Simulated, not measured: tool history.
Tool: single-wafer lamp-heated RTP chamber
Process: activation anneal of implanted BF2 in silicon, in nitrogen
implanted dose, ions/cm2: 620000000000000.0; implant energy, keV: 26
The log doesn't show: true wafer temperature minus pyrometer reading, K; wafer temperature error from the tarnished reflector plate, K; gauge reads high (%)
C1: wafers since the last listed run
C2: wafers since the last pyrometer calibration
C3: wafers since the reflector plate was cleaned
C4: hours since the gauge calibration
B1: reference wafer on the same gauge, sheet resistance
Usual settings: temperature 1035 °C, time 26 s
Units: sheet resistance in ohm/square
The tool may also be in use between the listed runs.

{"run": 1, "day": 0.0, "temperature": 1035, "time": 26, "C1": 0, "C2": 2485, "C3": 2878, "C4": 295.6, "B1": 191.93, "sheet resistance": 215.1}
{"day": 0.758, "done": "pyrometer window cleaned and pyrometer calibrated"}
{"run": 2, "day": 2.583, "temperature": 1035, "time": 26, "C1": 584, "C2": 474, "C3": 3463, "C4": 357.6, "B1": 192.12, "sheet resistance": 217.32}
{"run": 3, "day": 3.75, "temperature": 1035, "time": 26, "C1": 302, "C2": 777, "C3": 3765, "C4": 385.6, "B1": 191.9, "sheet resistance": 217.87}
{"run": 4, "day": 4.912, "temperature": 1050, "time": 26, "C1": 301, "C2": 1078, "C3": 4067, "C4": 413.5, "B1": 192.03, "sheet resistance": 213.77}
{"run": 5, "day": 7.042, "temperature": 1050, "time": 26, "C1": 552, "C2": 1631, "C3": 4620, "C4": 464.6, "B1": 192.25, "sheet resistance": 213.26}
{"run": 6, "day": 9.296, "temperature": 1035, "time": 17, "C1": 585, "C2": 2217, "C3": 5206, "C4": 518.7, "B1": 191.96, "sheet resistance": 219.53}
{"run": 7, "day": 10.629, "temperature": 1035, "time": 15, "C1": 346, "C2": 2563, "C3": 5552, "C4": 550.7, "B1": 191.88, "sheet resistance": 220.01}
{"day": 11.546, "done": "pyrometer window cleaned and pyrometer calibrated"}
{"day": 12.542, "done": "gauge calibrated"}
{"run": 8, "day": 13.346, "temperature": 1035, "time": 26, "C1": 618, "C2": 467, "C3": 6171, "C4": 19.3, "B1": 192.03, "sheet resistance": 217.51}

Forecast run 9:
{"run": 9, "day": 15.342, "temperature": 1050, "time": 41, "C1": 518, "C2": 985, "C3": 6689, "C4": 67.2, "B1": "?", "sheet resistance": "?"}

B1: 191.94
sheet resistance: 210.72 ohm/square
Without the tool's hidden state the same run would have given sheet resistance 210.96 ohm/square.
